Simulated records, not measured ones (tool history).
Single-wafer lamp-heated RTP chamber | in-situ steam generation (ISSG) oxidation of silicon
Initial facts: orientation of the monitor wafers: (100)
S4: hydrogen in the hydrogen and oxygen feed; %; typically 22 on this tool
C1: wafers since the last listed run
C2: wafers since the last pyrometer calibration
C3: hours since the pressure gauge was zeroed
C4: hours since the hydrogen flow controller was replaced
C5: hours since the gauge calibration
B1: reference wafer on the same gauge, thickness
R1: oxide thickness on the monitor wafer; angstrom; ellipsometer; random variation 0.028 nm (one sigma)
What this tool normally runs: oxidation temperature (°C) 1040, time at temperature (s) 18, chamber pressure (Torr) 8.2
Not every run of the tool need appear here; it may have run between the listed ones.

Run 1, hour 0: usual settings; C1 0; C2 1411; C3 2588.1; C4 6768.7; C5 418.7; B1 7.069. Result: R1 59.37 angstrom.
Run 2, hour 25.2: usual settings; C1 268; C2 1679; C3 2613.3; C4 6793.9; C5 443.9; B1 7.072. Result: R1 58.98 angstrom.
Run 3, hour 46.1: usual settings; C1 222; C2 1902; C3 2634.2; C4 6814.8; C5 464.8; B1 7.081. Result: R1 59.08 angstrom.
Run 4, hour 78.5: usual settings; C1 345; C2 2247; C3 2666.6; C4 6847.2; C5 497.2; B1 7.076. Result: R1 59.55 angstrom.
Run 5, hour 107.5: usual settings; C1 308; C2 2555; C3 2695.6; C4 6876.2; C5 526.2; B1 7.081. Result: R1 58.81 angstrom.
At hour 212.4: hydrogen flow controller replaced.
Run 6, hour 212.9: usual settings; C1 1037; C2 3593; C3 2801; C4 0.5; C5 631.6; B1 7.08. Result: R1 59.22 angstrom.
Run 7, hour 233.3: usual settings but chamber pressure (Torr) 7.2; C1 217; C2 3810; C3 2821.4; C4 20.9; C5 652; B1 7.077. Result: R1 59.08 angstrom.
Run 8, hour 246.8: usual settings but chamber pressure (Torr) 7.2; C1 143; C2 3954; C3 2834.9; C4 34.4; C5 665.5; B1 7.088. Result: R1 59 angstrom.
At hour 255.4: pyrometer window cleaned and pyrometer calibrated.
At hour 256.2: gauge calibrated.
Run 9, hour 327.6: usual settings; C1 775; C2 768; C3 2915.7; C4 115.2; C5 71.4; B1 6.953. Result: R1 57.85 angstrom.
Run 10, hour 339.9: usual settings; C1 130; C2 899; C3 2928; C4 127.5; C5 83.7; B1 6.962. Result: R1 57.99 angstrom.
Run 11, hour 367.5: usual settings but oxidation temperature (°C) 1027, S4 30 %; C1 293; C2 1193; C3 2955.6; C4 155.1; C5 111.3; B1 6.984. Result: R1 59.38 angstrom.
Run 12, hour 383.3: usual settings but time at temperature (s) 12, S4 13 %; C1 168; C2 1361; C3 2971.4; C4 170.9; C5 127.1; B1 6.987. Result: R1 42.16 angstrom.
Run 13, hour 417.7: usual settings but oxidation temperature (°C) 1048, chamber pressure (Torr) 7.4; C1 366; C2 1728; C3 3005.8; C4 205.3; C5 161.5; B1 7.001. Result: R1 61.55 angstrom.
Run 14, hour 447.1: usual settings but time at temperature (s) 11, S4 18 %; C1 313; C2 2041; C3 3035.2; C4 234.7; C5 190.9; B1 7.015. Result: R1 43.87 angstrom.
At hour 470.4: pressure gauge zeroed.
Run 15, hour 476.9: usual settings but chamber pressure (Torr) 9.5, S4 13 %; C1 232; C2 2273; C3 6.5; C4 264.5; C5 220.7; B1 7.021. Result: R1 51.39 angstrom.
Run 16, hour 491: usual settings but chamber pressure (Torr) 7.2; C1 150; C2 2423; C3 20.6; C4 278.6; C5 234.8; B1 7.028. Result: R1 58.55 angstrom.
Run 17, hour 509: usual settings; C1 191; C2 2615; C3 38.6; C4 296.6; C5 252.8; B1 7.037. Result: R1 58.25 angstrom.
Run 18, hour 543.9: usual settings; C1 371; C2 2986; C3 73.5; C4 331.5; C5 287.7; B1 7.042. Result: R1 58.72 angstrom.
Run 19, hour 572.7: usual settings but time at temperature (s) 22, S4 26 %; C1 306; C2 3293; C3 102.3; C4 360.3; C5 316.5; B1 7.052. Result: R1 67.79 angstrom.
Run 20, hour 591: usual settings but oxidation temperature (°C) 1030; C1 194; C2 3488; C3 120.6; C4 378.6; C5 334.8; B1 7.042. Result: R1 55.67 angstrom.

Run by run, hidden condition taken away, random variation retained:
Hidden state present: true wafer temperature minus pyrometer reading, K; true pressure minus gauge reading, Torr; deviation of the hydrogen flow from its setpoint, %; gauge reads high (%).
run     R1
  1  57.99
  2  57.58
  3  57.66
  4  58.09
  5  57.35
  6  57.69
  7  57.55
  8  57.47
  9  57.38
 10  57.46
 11   58.7
 12  41.63
 13  60.65
 14  43.15
 15  50.48
 16  57.48
 17  57.14
 18  57.53
 19  66.36
 20  54.46
